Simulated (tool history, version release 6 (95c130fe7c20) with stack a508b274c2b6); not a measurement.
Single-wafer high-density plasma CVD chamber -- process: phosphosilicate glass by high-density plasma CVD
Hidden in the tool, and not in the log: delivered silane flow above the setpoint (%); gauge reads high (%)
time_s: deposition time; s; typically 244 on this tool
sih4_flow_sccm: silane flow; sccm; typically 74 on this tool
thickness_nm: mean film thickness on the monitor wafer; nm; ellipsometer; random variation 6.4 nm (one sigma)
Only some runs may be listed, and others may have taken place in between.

run,hour,time_s,sih4_flow_sccm,wafers since the last listed run,hours since the silane flow controller was replaced,hours since the gauge calibration,"read-back reference wafer on the same gauge, thickness_nm",thickness_nm
1,0,244,74,0,3475.5,484.3,2081.359,1719.491
2,55.4,244,74,262,3530.9,539.7,2081.374,1719.449
3,111,244,74,263,3586.5,595.3,2078.083,1717.307
4,182.1,244,74,336,3657.6,666.4,2078.949,1709.865
5,212.8,276,74,145,3688.3,697.1,2079.808,1930.634
6,262.5,276,74,235,3738,746.8,2078.798,1921.061
7,312.2,276,74,235,3787.7,796.5,2084.276,1926.619
8,373.7,283,74,291,3849.2,858,2082.668,1981.876
# hour 384.6: silane flow controller replaced
9,423.4,274,74,197,38.8,907.7,2080.73,1999.52
10,455.2,244,74,150,70.6,939.5,2080.776,1786.263
# hour 456.2: gauge calibrated
11,486.3,200,81,147,101.7,30.1,2080.896,1606.946
12,554.9,201,61,324,170.3,98.7,2079.356,1211.472
13,610.8,282,85,264,226.2,154.6,2080.028,2380.894
14,669.1,196,67,275,284.5,212.9,2078.189,1304.618
15,839.7,244,74,807,455.1,383.5,2079.386,1785.584
16,903.5,244,74,301,518.9,447.3,2080.749,1800.251
17,940.2,226,74,173,555.6,484,2082.226,1650.898
18,1011.9,244,85,339,627.3,555.7,2078.372,2047.123
19,1046.1,244,60,161,661.5,589.9,2080.47,1447.635
20,1076.1,214,83,141,691.5,619.9,2078.017,1769.646
21,1173.2,244,74,459,788.6,717,2078.44,1794.051

Predict each of these 4 candidate next runs independently; none follows another, all start after run 21:
A,1173.7,199,74,2,789.1,717.5,?,?
B,1173.7,264,61,2,789.1,717.5,?,?
C,1173.7,224,86,2,789.1,717.5,?,?
D,1173.7,290,85,2,789.1,717.5,?,?

run,"read-back reference wafer on the same gauge, thickness_nm",thickness_nm
A,2083.78,1454.201
B,2083.78,1590.279
C,2083.78,1902.331
D,2083.78,2434.202
With the hidden condition removed and each run's random variation left untouched, the same runs would have given:
run,thickness_nm
A,1448.264
B,1583.787
C,1894.565
D,2424.264
